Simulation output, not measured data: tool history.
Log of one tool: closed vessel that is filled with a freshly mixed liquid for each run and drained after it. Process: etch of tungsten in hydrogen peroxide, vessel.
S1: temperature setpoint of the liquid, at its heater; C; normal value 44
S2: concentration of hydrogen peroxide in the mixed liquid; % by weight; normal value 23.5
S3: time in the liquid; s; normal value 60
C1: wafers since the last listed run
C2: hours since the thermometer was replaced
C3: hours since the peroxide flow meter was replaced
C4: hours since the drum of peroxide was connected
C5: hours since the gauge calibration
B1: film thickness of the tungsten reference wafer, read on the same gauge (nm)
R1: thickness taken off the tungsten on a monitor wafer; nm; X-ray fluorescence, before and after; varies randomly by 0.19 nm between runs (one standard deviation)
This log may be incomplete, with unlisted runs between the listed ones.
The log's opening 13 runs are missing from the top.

run	day	S1	S2	S3	C1	C2	C3	C4	C5	B1	R1
# day 12.646: thermometer replaced
14	13.842	44	23.5	45	2748	28.7	2218.9	1102.6	791.1	150	30.03
15	15.2	44	17	35	2627	61.3	2251.5	1135.2	823.7	150	19.97
# day 15.579: peroxide flow meter replaced
16	16.229	44	23.5	60	1909	86	15.6	1159.9	848.4	150	42.58
17	16.946	44	23.5	60	1386	103.2	32.8	1177.1	865.6	150.01	42.58
# day 17.233: gauge calibrated
# day 17.462: new drum of peroxide connected
18	18.362	44	28.5	45	2659	137.2	66.8	21.6	27.1	149.99	35.15
19	18.9	53.5	19	85	1039	150.1	79.7	34.5	40	149.98	97.71
20	19.912	41	29.5	60	1958	174.4	104	58.8	64.3	150	39.62
21	20.925	44	23.5	60	1958	198.7	128.3	83.1	88.6	150.04	42.49
22	21.979	44	23.5	60	2038	224	153.6	108.4	113.9	150	42.66
23	23.346	46.5	28	60	2643	256.8	186.4	141.2	146.7	149.95	54.11
24	23.912	53.5	27.5	90	1096	270.4	200	154.8	160.3	149.97	123.69
25	26.592	40.5	23.5	60	5181	334.7	264.3	219.1	224.6	150.02	34.27
26	27.112	54	20.5	95	1007	347.2	276.8	231.6	237.1	150	116.54
27	28.325	48.5	17	85	2345	376.3	305.9	260.7	266.2	150.03	67.93
28	28.925	44	23.5	60	1160	390.7	320.3	275.1	280.6	149.98	42.22
29	29.533	44	18	60	1176	405.3	334.9	289.7	295.2	150.02	37.11
30	30.9	44	29	50	2643	438.1	367.7	322.5	328	149.97	39.11

Below are 4 alternative next runs, each starting from the tool's condition after run 30. Predict each:
A	30.929	44	27.5	60	56	438.8	368.4	323.2	328.7	?	?
B	30.929	44	26.5	60	56	438.8	368.4	323.2	328.7	?	?
C	30.929	44	18	75	56	438.8	368.4	323.2	328.7	?	?
D	30.929	38	23.5	35	56	438.8	368.4	323.2	328.7	?	?

run	B1	R1
A	150.02	45.73
B	150.02	44.89
C	150.02	46.25
D	150.02	16.73
What these runs would have given with no unlogged condition in the tool:
run	R1
A	46.48
B	45.62
C	47
D	17
